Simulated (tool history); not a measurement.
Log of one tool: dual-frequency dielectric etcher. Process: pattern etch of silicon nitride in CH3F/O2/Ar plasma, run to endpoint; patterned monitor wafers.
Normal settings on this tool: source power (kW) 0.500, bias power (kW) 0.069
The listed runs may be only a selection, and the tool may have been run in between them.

run	hour	source power (kW)	bias power (kW)	wafers since the last listed run	hours since the last wet clean	hours since the last source power generator calibration	hours since the last bias power generator calibration	hours since the last upper electrode change	incoming incoming film thickness, nm	endpoint time (s)
1	0.0	0.460	0.061	0	186.3	1927.4	4219.8	5142.7	28.78	40.8
2	16.0	0.580	0.075	175	202.3	1943.4	4235.8	5158.7	28.40	34.5
3	33.0	0.500	0.069	186	219.3	1960.4	4252.8	5175.7	28.42	37.0
4	43.1	0.500	0.069	110	229.4	1970.5	4262.9	5185.8	28.83	37.5
5	55.6	0.500	0.069	136	241.9	1983.0	4275.4	5198.3	28.60	37.3
6	66.1	0.500	0.069	114	252.4	1993.5	4285.9	5208.8	28.70	37.5
7	75.1	0.500	0.069	98	261.4	2002.5	4294.9	5217.8	28.50	37.5
8	90.2	0.500	0.069	165	276.5	2017.6	4310.0	5232.9	28.86	37.5
# hour 99.1: bias power generator calibrated
9	99.6	0.500	0.069	59	285.9	2027.0	0.5	5242.3	28.62	37.0
10	108.5	0.500	0.082	97	294.8	2035.9	9.4	5251.2	28.44	33.8
# hour 115.3: source power generator calibrated
11	122.8	0.500	0.082	112	309.1	7.5	23.7	5265.5	28.61	34.3
12	129.8	0.500	0.069	76	316.1	14.5	30.7	5272.5	28.50	36.7
13	147.0	0.500	0.079	188	333.3	31.7	47.9	5289.7	28.72	34.9
14	163.9	0.500	0.079	185	350.2	48.6	64.8	5306.6	28.66	34.5
15	179.4	0.500	0.069	169	365.7	64.1	80.3	5322.1	28.43	36.4
16	195.7	0.570	0.080	178	382.0	80.4	96.6	5338.4	28.41	33.2
# hour 224.8: upper electrode replaced
# hour 248.3: wet clean of the chamber
17	248.8	0.500	0.069	61	0.5	133.5	149.7	24.0	28.46	37.8
18	249.1	0.390	0.080	3	0.8	133.8	150.0	24.3	28.59	37.6
19	252.1	0.460	0.059	32	3.8	136.8	153.0	27.3	28.68	42.3
20	261.2	0.420	0.055	99	12.9	145.9	162.1	36.4	28.73	44.3
21	274.1	0.500	0.069	141	25.8	158.8	175.0	49.3	28.43	37.7
22	289.2	0.500	0.069	165	40.9	173.9	190.1	64.4	28.80	38.3

Estimate the outcome of run 23 from the log above:
23	303.7	0.500	0.064	158	55.4	188.4	204.6	78.9	28.67	?

endpoint time (s): 39.0
Minus the tool's unlogged condition, the same run would have read endpoint time (s) 39.4.

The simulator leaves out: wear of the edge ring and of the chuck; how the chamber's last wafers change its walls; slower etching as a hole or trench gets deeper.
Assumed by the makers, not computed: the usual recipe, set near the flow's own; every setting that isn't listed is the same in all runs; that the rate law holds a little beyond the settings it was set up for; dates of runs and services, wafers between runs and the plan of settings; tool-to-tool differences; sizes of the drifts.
